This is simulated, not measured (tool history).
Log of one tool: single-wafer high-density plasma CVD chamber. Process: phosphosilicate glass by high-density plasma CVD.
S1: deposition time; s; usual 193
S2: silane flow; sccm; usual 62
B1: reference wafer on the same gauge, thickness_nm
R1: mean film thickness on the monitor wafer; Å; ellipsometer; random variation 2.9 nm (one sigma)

{"run": 1, "hour": 0.0, "S1": 193, "S2": 62, "B1": 1269.742, "R1": 12348.89}
{"run": 2, "hour": 48.1, "S1": 193, "S2": 62, "B1": 1268.749, "R1": 12312.59}
{"run": 3, "hour": 79.7, "S1": 193, "S2": 62, "B1": 1270.286, "R1": 12325.31}
{"run": 4, "hour": 112.9, "S1": 193, "S2": 62, "B1": 1270.201, "R1": 12349.26}
{"run": 5, "hour": 171.2, "S1": 193, "S2": 62, "B1": 1269.595, "R1": 12280.05}
{"run": 6, "hour": 231.0, "S1": 193, "S2": 62, "B1": 1269.99, "R1": 12299.05}
{"run": 7, "hour": 263.0, "S1": 168, "S2": 62, "B1": 1269.083, "R1": 10716.53}
{"run": 8, "hour": 294.5, "S1": 165, "S2": 62, "B1": 1270.075, "R1": 10546.57}
{"run": 9, "hour": 331.5, "S1": 193, "S2": 59, "B1": 1269.432, "R1": 11774.61}
{"run": 10, "hour": 379.2, "S1": 193, "S2": 59, "B1": 1270.568, "R1": 11737.18}
{"run": 11, "hour": 425.9, "S1": 193, "S2": 59, "B1": 1269.75, "R1": 11799.11}
{"run": 12, "hour": 483.3, "S1": 193, "S2": 62, "B1": 1270.687, "R1": 12344.4}
{"run": 13, "hour": 528.9, "S1": 193, "S2": 62, "B1": 1268.215, "R1": 12313.53}
{"run": 14, "hour": 553.6, "S1": 193, "S2": 62, "B1": 1270.885, "R1": 12382.31}
{"run": 15, "hour": 591.5, "S1": 193, "S2": 69, "B1": 1268.751, "R1": 13795.14}
{"run": 16, "hour": 621.5, "S1": 180, "S2": 67, "B1": 1270.632, "R1": 12433.77}
{"run": 17, "hour": 660.5, "S1": 193, "S2": 62, "B1": 1269.73, "R1": 11871.37}
{"run": 18, "hour": 695.4, "S1": 218, "S2": 62, "B1": 1270.349, "R1": 13499.03}
{"run": 19, "hour": 754.4, "S1": 193, "S2": 57, "B1": 1269.441, "R1": 11003.3}
{"run": 20, "hour": 814.8, "S1": 218, "S2": 53, "B1": 1268.699, "R1": 11556.38}
{"run": 21, "hour": 949.7, "S1": 156, "S2": 68, "B1": 1270.629, "R1": 10666.92}
{"run": 22, "hour": 1015.5, "S1": 216, "S2": 72, "B1": 1269.167, "R1": 15732.11}
{"run": 23, "hour": 1071.2, "S1": 173, "S2": 62, "B1": 1270.274, "R1": 10845.24}
{"run": 24, "hour": 1109.8, "S1": 155, "S2": 62, "B1": 1268.482, "R1": 9755.8}
{"run": 25, "hour": 1149.2, "S1": 179, "S2": 55, "B1": 1269.037, "R1": 10007.3}
{"run": 26, "hour": 1195.3, "S1": 160, "S2": 62, "B1": 1269.891, "R1": 10136.35}
{"run": 27, "hour": 1255.3, "S1": 193, "S2": 62, "B1": 1268.945, "R1": 12258.41}
{"run": 28, "hour": 1285.7, "S1": 208, "S2": 68, "B1": 1271.599, "R1": 14479.67}

Put back what was entered between runs (2 entries, withheld): which listed runs does each sit between, and how does the hidden state differ from the listed run before to the listed run after?
Run 11 -> run 12: gauge calibrated (hour 431.9)
  delivered silane flow above the setpoint (%): 4.5 -> 4.52
  difference, measured minus the result without the unlogged condition, R1: +507.7 -> +534.27 Å
Run 16 -> run 17: silane flow controller replaced (hour 631.3)
  delivered silane flow above the setpoint (%): 4.58 -> 0.932
  difference, measured minus the result without the unlogged condition, R1: +545.02 -> +109.61 Å

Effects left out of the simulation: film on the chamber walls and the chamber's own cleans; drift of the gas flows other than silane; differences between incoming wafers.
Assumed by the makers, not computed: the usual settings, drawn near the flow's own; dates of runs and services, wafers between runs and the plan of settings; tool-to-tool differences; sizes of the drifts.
